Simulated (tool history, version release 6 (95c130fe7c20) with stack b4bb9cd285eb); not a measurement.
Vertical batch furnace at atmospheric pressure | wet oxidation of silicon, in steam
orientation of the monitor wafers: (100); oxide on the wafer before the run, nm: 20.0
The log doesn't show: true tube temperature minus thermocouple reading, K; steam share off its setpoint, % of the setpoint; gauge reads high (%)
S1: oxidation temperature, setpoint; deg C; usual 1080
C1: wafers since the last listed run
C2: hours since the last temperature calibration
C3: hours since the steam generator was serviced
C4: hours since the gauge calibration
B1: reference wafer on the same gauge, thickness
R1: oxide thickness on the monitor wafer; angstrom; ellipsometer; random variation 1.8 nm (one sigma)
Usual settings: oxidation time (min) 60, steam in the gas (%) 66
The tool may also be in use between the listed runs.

run 1 hour=0 | S1=1080 oxidation_time_(min)=60 steam_in_the_gas_(%)=66 | C1=0 C2=4023.5 C3=2280.6 C4=195.1 | B1=652.73 | R1=5883.8
run 2 hour=26.5 | S1=1080 oxidation_time_(min)=60 steam_in_the_gas_(%)=66 | C1=420 C2=4050 C3=2307.1 C4=221.6 | B1=653.48 | R1=5903.4
run 3 hour=62.4 | S1=1080 oxidation_time_(min)=48 steam_in_the_gas_(%)=73 | C1=569 C2=4085.9 C3=2343 C4=257.5 | B1=652.99 | R1=5499.3
run 4 hour=83 | S1=1080 oxidation_time_(min)=48 steam_in_the_gas_(%)=73 | C1=326 C2=4106.5 C3=2363.6 C4=278.1 | B1=653.5 | R1=5482.7
run 5 hour=96.5 | S1=1080 oxidation_time_(min)=48 steam_in_the_gas_(%)=73 | C1=214 C2=4120 C3=2377.1 C4=291.6 | B1=652.89 | R1=5485.4
run 6 hour=127.6 | S1=1080 oxidation_time_(min)=83.5 steam_in_the_gas_(%)=66 | C1=493 C2=4151.1 C3=2408.2 C4=322.7 | B1=652.3 | R1=7109.8
run 7 hour=149.5 | S1=1080 oxidation_time_(min)=42 steam_in_the_gas_(%)=66 | C1=347 C2=4173 C3=2430.1 C4=344.6 | B1=651.67 | R1=4764.7
run 8 hour=175.6 | S1=1080 oxidation_time_(min)=42 steam_in_the_gas_(%)=66 | C1=413 C2=4199.1 C3=2456.2 C4=370.7 | B1=651.67 | R1=4763.2
run 9 hour=206.3 | S1=1080 oxidation_time_(min)=42 steam_in_the_gas_(%)=66 | C1=486 C2=4229.8 C3=2486.9 C4=401.4 | B1=651.49 | R1=4758.1
run 10 hour=221.8 | S1=1080 oxidation_time_(min)=60 steam_in_the_gas_(%)=66 | C1=245 C2=4245.3 C3=2502.4 C4=416.9 | B1=651.65 | R1=5874.8
run 11 hour=256.2 | S1=1080 oxidation_time_(min)=60 steam_in_the_gas_(%)=66 | C1=545 C2=4279.7 C3=2536.8 C4=451.3 | B1=651.01 | R1=5868.8
run 12 hour=286.4 | S1=1080 oxidation_time_(min)=60 steam_in_the_gas_(%)=66 | C1=479 C2=4309.9 C3=2567 C4=481.5 | B1=650.13 | R1=5840.9
run 13 hour=313.7 | S1=1080 oxidation_time_(min)=60 steam_in_the_gas_(%)=66 | C1=433 C2=4337.2 C3=2594.3 C4=508.8 | B1=650.13 | R1=5888.8
run 14 hour=326 | S1=1080 oxidation_time_(min)=60 steam_in_the_gas_(%)=66 | C1=195 C2=4349.5 C3=2606.6 C4=521.1 | B1=649.81 | R1=5843.5
-- hour=351.9 steam generator serviced
run 15 hour=358.8 | S1=1080 oxidation_time_(min)=60 steam_in_the_gas_(%)=66 | C1=139 C2=4382.3 C3=6.9 C4=553.9 | B1=649.41 | R1=5870.9
run 16 hour=384 | S1=1080 oxidation_time_(min)=60 steam_in_the_gas_(%)=66 | C1=399 C2=4407.5 C3=32.1 C4=579.1 | B1=649.34 | R1=5851.6
run 17 hour=402.1 | S1=1080 oxidation_time_(min)=60 steam_in_the_gas_(%)=66 | C1=287 C2=4425.6 C3=50.2 C4=597.2 | B1=649.44 | R1=5839.2
-- hour=447 thermocouples replaced and temperature profile calibrated
run 18 hour=447.5 | S1=1080 oxidation_time_(min)=60 steam_in_the_gas_(%)=66 | C1=339 C2=0.5 C3=95.6 C4=642.6 | B1=647.34 | R1=5853.1
run 19 hour=506.8 | S1=1098 oxidation_time_(min)=39 steam_in_the_gas_(%)=58 | C1=940 C2=59.8 C3=154.9 C4=701.9 | B1=646.54 | R1=4528.5
run 20 hour=533.8 | S1=1057 oxidation_time_(min)=60 steam_in_the_gas_(%)=58 | C1=428 C2=86.8 C3=181.9 C4=728.9 | B1=645.91 | R1=4819.5
run 21 hour=552.9 | S1=1056 oxidation_time_(min)=49.5 steam_in_the_gas_(%)=66 | C1=302 C2=105.9 C3=201 C4=748 | B1=644.81 | R1=4581
-- hour=586 gauge calibrated
run 22 hour=601.4 | S1=1080 oxidation_time_(min)=60 steam_in_the_gas_(%)=66 | C1=769 C2=154.4 C3=249.5 C4=15.4 | B1=657.44 | R1=5921.6
run 23 hour=615 | S1=1080 oxidation_time_(min)=60 steam_in_the_gas_(%)=66 | C1=215 C2=168 C3=263.1 C4=29 | B1=657.64 | R1=5911
run 24 hour=649.1 | S1=1067 oxidation_time_(min)=60 steam_in_the_gas_(%)=66 | C1=540 C2=202.1 C3=297.2 C4=63.1 | B1=657.44 | R1=5546.7
run 25 hour=678.6 | S1=1098 oxidation_time_(min)=39 steam_in_the_gas_(%)=58 | C1=467 C2=231.6 C3=326.7 C4=92.6 | B1=656.45 | R1=4620.6
run 26 hour=695.4 | S1=1080 oxidation_time_(min)=60 steam_in_the_gas_(%)=66 | C1=266 C2=248.4 C3=343.5 C4=109.4 | B1=657.37 | R1=5879.9
run 27 hour=720.6 | S1=1062 oxidation_time_(min)=60 steam_in_the_gas_(%)=62 | C1=399 C2=273.6 C3=368.7 C4=134.6 | B1=657.07 | R1=5205.1
run 28 hour=747.5 | S1=1080 oxidation_time_(min)=38.5 steam_in_the_gas_(%)=57 | C1=426 C2=300.5 C3=395.6 C4=161.5 | B1=655.98 | R1=4151.1
run 29 hour=778.8 | S1=1059 oxidation_time_(min)=81 steam_in_the_gas_(%)=62 | C1=496 C2=331.8 C3=426.9 C4=192.8 | B1=656.64 | R1=6136.6
run 30 hour=836.9 | S1=1060 oxidation_time_(min)=86.5 steam_in_the_gas_(%)=74 | C1=921 C2=389.9 C3=485 C4=250.9 | B1=655.95 | R1=7146.5
run 31 hour=872.6 | S1=1074 oxidation_time_(min)=60 steam_in_the_gas_(%)=66 | C1=566 C2=425.6 C3=520.7 C4=286.6 | B1=655.82 | R1=5736.7
run 32 hour=889.7 | S1=1080 oxidation_time_(min)=60 steam_in_the_gas_(%)=78 | C1=271 C2=442.7 C3=537.8 C4=303.7 | B1=655.57 | R1=6477

Measured less the same run without the tool's hidden state. The same run-to-run variation is in both; the gauge's scatter may not be:
run=1 R1=-21.7
run=2 R1=-23.4
run=3 R1=-24.1
run=4 R1=-25.5
run=5 R1=-26.6
run=6 R1=-37.8
run=7 R1=-27
run=8 R1=-29.2
run=9 R1=-32
run=10 R1=-41.3
run=11 R1=-45.7
run=12 R1=-49.6
run=13 R1=-54
run=14 R1=-55.3
run=15 R1=-60.8
run=16 R1=-64.8
run=17 R1=-67.7
run=18 R1=-76.2
run=19 R1=-68.1
run=20 R1=-77.2
run=21 R1=-76.6
run=22 R1=+7.7
run=23 R1=+7.7
run=24 R1=+6.7
run=25 R1=+5.1
run=26 R1=+5.9
run=27 R1=+4.5
run=28 R1=+2.8
run=29 R1=+2.5
run=30 R1=-1.6
run=31 R1=-4
run=32 R1=-6.1
